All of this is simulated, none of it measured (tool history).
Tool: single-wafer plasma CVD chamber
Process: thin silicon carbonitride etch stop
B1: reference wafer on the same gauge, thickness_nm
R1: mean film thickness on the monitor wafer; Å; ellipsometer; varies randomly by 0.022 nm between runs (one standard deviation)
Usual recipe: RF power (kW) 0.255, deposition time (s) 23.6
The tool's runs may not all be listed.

run 1 hour=0 | RF_power_(kW)=0.255 deposition_time_(s)=23.6 | B1=12.591 | R1=142.73
run 2 hour=84.4 | RF_power_(kW)=0.255 deposition_time_(s)=23.6 | B1=12.603 | R1=142.61
run 3 hour=358 | RF_power_(kW)=0.255 deposition_time_(s)=23.6 | B1=12.6 | R1=142.2
-- hour=382.4 showerhead replaced
run 4 hour=453.7 | RF_power_(kW)=0.255 deposition_time_(s)=23.6 | B1=12.597 | R1=142.35
run 5 hour=548.5 | RF_power_(kW)=0.255 deposition_time_(s)=25.8 | B1=12.602 | R1=155.36
run 6 hour=621.8 | RF_power_(kW)=0.255 deposition_time_(s)=25.8 | B1=12.604 | R1=155.42
run 7 hour=674.5 | RF_power_(kW)=0.255 deposition_time_(s)=25.8 | B1=12.609 | R1=155.17
-- hour=725.4 RF generator calibrated
run 8 hour=740.7 | RF_power_(kW)=0.3 deposition_time_(s)=19.5 | B1=12.593 | R1=121.83
-- hour=756.7 gauge calibrated
run 9 hour=794.4 | RF_power_(kW)=0.255 deposition_time_(s)=23.6 | B1=12.6 | R1=143.76

Estimate the outcome of run 10 from the log above:
run 10 hour=854.1 | RF_power_(kW)=0.215 deposition_time_(s)=20.1 | B1=? | R1=?

{"run 10": {"B1": 12.597, "R1": 119.26}}
With no hidden state in the tool, this same run would have given R1 119.72 Å.
